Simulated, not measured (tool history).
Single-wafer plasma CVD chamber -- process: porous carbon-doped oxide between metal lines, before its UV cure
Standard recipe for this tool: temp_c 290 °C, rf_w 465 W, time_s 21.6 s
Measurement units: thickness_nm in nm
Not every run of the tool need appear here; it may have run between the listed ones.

run   hour  temp_c  rf_w  time_s  read-back reference wafer on the same gauge, thickness_nm  thickness_nm
  1    0.0     290   465    21.6                                                     87.022       106.037
  2   55.8     290   465    21.6                                                     86.959       106.252
  3  115.4     290   465    24.4                                                     87.052       119.624
  4  150.6     290   465    24.4                                                     86.845       120.553
  5  191.6     290   465    19.5                                                     86.991        95.901
  6  246.7     290   465    19.5                                                     87.021        96.046
     257.3  -- gauge calibrated
  7  288.6     290   465    21.6                                                     86.988       105.850
  8  325.2     290   465    21.6                                                     86.966       106.250
  9  352.2     290   465    21.6                                                     87.071       105.253
 10  388.8     290   465    21.6                                                     86.995       105.469
 11  414.8     302   465    18.5                                                     87.063        85.624
 12  459.8     290   405    24.3                                                     86.913       109.974
     474.9  -- thermocouple changed; heater temperature recalibrated
 13  486.0     277   540    18.4                                                     87.058       102.553
 14  532.3     290   390    18.1                                                     87.127        80.502
 15  568.6     290   465    21.6                                                     86.972       103.913
     632.5  -- RF generator calibrated
 16  639.4     295   465    25.1                                                     87.032       117.152
 17  693.9     285   465    23.0                                                     87.034       113.215
 18  735.0     290   465    21.6                                                     86.987       102.867

Predict the results of run 19:
 19  778.6     286   540    24.2                                                          ?             ?

Run 19 gave read-back reference wafer on the same gauge, thickness_nm 86.939, thickness_nm 126.548 nm.
Had the tool carried no hidden state, the very same run would have given thickness_nm 131.615 nm.

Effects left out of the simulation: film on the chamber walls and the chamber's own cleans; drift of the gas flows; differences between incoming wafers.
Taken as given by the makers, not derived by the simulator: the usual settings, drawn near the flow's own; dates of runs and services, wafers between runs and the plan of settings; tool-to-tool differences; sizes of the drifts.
